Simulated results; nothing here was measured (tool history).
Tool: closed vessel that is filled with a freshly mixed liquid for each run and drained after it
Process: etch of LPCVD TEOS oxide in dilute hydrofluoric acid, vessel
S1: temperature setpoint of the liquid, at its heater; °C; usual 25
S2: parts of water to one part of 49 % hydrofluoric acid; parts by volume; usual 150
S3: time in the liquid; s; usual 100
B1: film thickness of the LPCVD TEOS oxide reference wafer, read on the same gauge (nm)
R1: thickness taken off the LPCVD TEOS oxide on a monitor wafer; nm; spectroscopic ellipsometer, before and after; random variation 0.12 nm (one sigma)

{"run": 1, "hour": 0.0, "S1": 25, "S2": 150, "S3": 100, "B1": 30.01, "R1": 22.7}
{"run": 2, "hour": 73.7, "S1": 23.5, "S2": 150, "S3": 100, "B1": 30, "R1": 21.42}
{"run": 3, "hour": 129.7, "S1": 23.5, "S2": 150, "S3": 100, "B1": 29.99, "R1": 21.27}
{"run": 4, "hour": 170.4, "S1": 25, "S2": 150, "S3": 100, "B1": 30.03, "R1": 22.7}
{"run": 5, "hour": 226.7, "S1": 25, "S2": 150, "S3": 100, "B1": 30.01, "R1": 22.52}
{"run": 6, "hour": 304.2, "S1": 25, "S2": 150, "S3": 100, "B1": 30, "R1": 22.54}
{"run": 7, "hour": 362.8, "S1": 25, "S2": 150, "S3": 100, "B1": 30, "R1": 22.59}
{"run": 8, "hour": 451.7, "S1": 25, "S2": 150, "S3": 100, "B1": 29.99, "R1": 22.3}
{"run": 9, "hour": 541.8, "S1": 25, "S2": 150, "S3": 100, "B1": 30.02, "R1": 22.32}
{"run": 10, "hour": 619.2, "S1": 25, "S2": 150, "S3": 70, "B1": 29.99, "R1": 15.57}
{"run": 11, "hour": 675.8, "S1": 25, "S2": 150, "S3": 70, "B1": 30, "R1": 15.63}
{"run": 12, "hour": 751.6, "S1": 25, "S2": 150, "S3": 70, "B1": 29.98, "R1": 15.7}
{"run": 13, "hour": 803.0, "S1": 22.5, "S2": 150, "S3": 100, "B1": 29.99, "R1": 20.07}
{"run": 14, "hour": 905.7, "S1": 25, "S2": 150, "S3": 100, "B1": 30.01, "R1": 22.02}
{"run": 15, "hour": 994.4, "S1": 25, "S2": 150, "S3": 100, "B1": 29.99, "R1": 22.1}
{"run": 16, "hour": 1036.5, "S1": 29.5, "S2": 125, "S3": 100, "B1": 30.02, "R1": 32.35}
{"run": 17, "hour": 1105.0, "S1": 23, "S2": 170, "S3": 130, "B1": 30, "R1": 22.82}
{"run": 18, "hour": 1330.8, "S1": 21.5, "S2": 150, "S3": 85, "B1": 30, "R1": 15.69}
{"run": 19, "hour": 1426.1, "S1": 25, "S2": 150, "S3": 100, "B1": 29.99, "R1": 21.21}
{"run": 20, "hour": 1484.8, "S1": 22.5, "S2": 220, "S3": 45, "B1": 29.97, "R1": 5.45}
{"run": 21, "hour": 1579.8, "S1": 28, "S2": 200, "S3": 65, "B1": 29.99, "R1": 11.84}
{"run": 22, "hour": 1630.9, "S1": 25, "S2": 205, "S3": 100, "B1": 29.99, "R1": 15.78}
{"run": 23, "hour": 1694.3, "S1": 25, "S2": 225, "S3": 135, "B1": 29.97, "R1": 18.97}
{"run": 24, "hour": 1771.1, "S1": 28.5, "S2": 75, "S3": 135, "B1": 30, "R1": 77.9}
{"run": 25, "hour": 1814.7, "S1": 25, "S2": 85, "S3": 75, "B1": 30.01, "R1": 32.67}
{"run": 26, "hour": 1875.3, "S1": 20.5, "S2": 150, "S3": 125, "B1": 30.02, "R1": 23.84}
{"run": 27, "hour": 1958.3, "S1": 25, "S2": 150, "S3": 100, "B1": 30, "R1": 22.9}
{"run": 28, "hour": 2048.4, "S1": 22.5, "S2": 150, "S3": 100, "B1": 29.99, "R1": 20.85}
{"run": 29, "hour": 2095.9, "S1": 25, "S2": 150, "S3": 100, "B1": 29.98, "R1": 22.88}
{"run": 30, "hour": 2151.2, "S1": 20, "S2": 150, "S3": 145, "B1": 29.98, "R1": 27.07}
{"run": 31, "hour": 2249.6, "S1": 29, "S2": 105, "S3": 100, "B1": 30, "R1": 40.4}
{"run": 32, "hour": 2288.6, "S1": 22, "S2": 100, "S3": 100, "B1": 29.99, "R1": 31.99}

Not shown: 7 entries that the log had between the listed runs. Between which runs, and how does the tool's hidden state differ before and after?
Between runs 8 and 9: hydrofluoric acid flow meter replaced (hour 541.3)
  liquid colder than its thermometer reads (K): 0.977 -> 1.04
  measured less the result without the state, R1: -0.85 -> -0.9 nm
Between runs 17 and 18: hydrofluoric acid flow meter replaced (hour 1138.9); thermometer replaced (hour 1221.7)
  liquid colder than its thermometer reads (K): 1.41 -> 2.38
  measured less the result without the state, R1: -1.27 -> -1.55 nm
Between runs 18 and 19: gauge calibrated (hour 1417.4)
  liquid colder than its thermometer reads (K): 2.38 -> 2.45
  measured less the result without the state, R1: -1.55 -> -2.09 nm
Between runs 20 and 21: thermometer replaced, repeated, since the last time left the tool worse (hour 1546.2)
  liquid colder than its thermometer reads (K): 2.49 -> 0.179
  measured less the result without the state, R1: -0.54 -> -0.07 nm
Between runs 23 and 24: hydrofluoric acid flow meter replaced (hour 1712.4)
  liquid colder than its thermometer reads (K): 0.255 -> 0.307
  measured less the result without the state, R1: -0.18 -> -0.95 nm
Between runs 31 and 32: hydrofluoric acid flow meter replaced (hour 2254.3)
  liquid colder than its thermometer reads (K): 0.627 -> 0.653
  measured less the result without the state, R1: -0.97 -> -0.85 nm
